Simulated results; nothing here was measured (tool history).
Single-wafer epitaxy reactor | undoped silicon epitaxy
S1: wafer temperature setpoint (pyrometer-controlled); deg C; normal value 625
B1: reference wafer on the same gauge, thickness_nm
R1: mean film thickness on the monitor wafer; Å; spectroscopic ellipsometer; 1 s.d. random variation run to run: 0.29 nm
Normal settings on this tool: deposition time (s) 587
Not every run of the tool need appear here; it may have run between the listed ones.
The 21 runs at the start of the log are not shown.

Run 22, hour 1791.1: usual settings but S1 634 deg C, deposition time (s) 685; B1 56.628. Result: R1 794.3 Å.
Run 23, hour 1839.1: usual settings; B1 56.52. Result: R1 543.31 Å.
Run 24, hour 1935.1: usual settings but deposition time (s) 484; B1 56.613. Result: R1 444.28 Å.
Run 25, hour 2035.2: usual settings but S1 640 deg C; B1 56.467. Result: R1 788.95 Å.
Run 26, hour 2100.4: usual settings; B1 56.651. Result: R1 541.95 Å.
Run 27, hour 2172.7: usual settings but deposition time (s) 484; B1 56.641. Result: R1 447.4 Å.
Run 28, hour 2241.4: usual settings but S1 616 deg C, deposition time (s) 659; B1 56.567. Result: R1 487.36 Å.
Run 29, hour 2330.3: usual settings but S1 621 deg C, deposition time (s) 527; B1 56.679. Result: R1 441.28 Å.
Run 30, hour 2399.8: usual settings; B1 56.497. Result: R1 538.13 Å.
Run 31, hour 2484.6: usual settings but deposition time (s) 479; B1 56.502. Result: R1 439.66 Å.

Below are 4 alternative next runs, each starting from the tool's condition after run 31. Predict each:
Run A, hour 2485.2: usual settings; B1 ?. Result: R1 ?.
Run B, hour 2485.2: usual settings but S1 621 deg C, deposition time (s) 622; B1 ?. Result: R1 ?.
Run C, hour 2485.2: usual settings but S1 630 deg C; B1 ?. Result: R1 ?.
Run D, hour 2485.2: usual settings but S1 621 deg C; B1 ?. Result: R1 ?.

run      B1      R1
  A  56.515  537.88
  B  56.515  515.62
  C  56.515  608.81
  D  56.515  486.61
With the hidden condition removed and each run's random variation left untouched, the same runs would have given:
run      R1
  A  545.61
  B   523.1
  C  617.45
  D  493.67
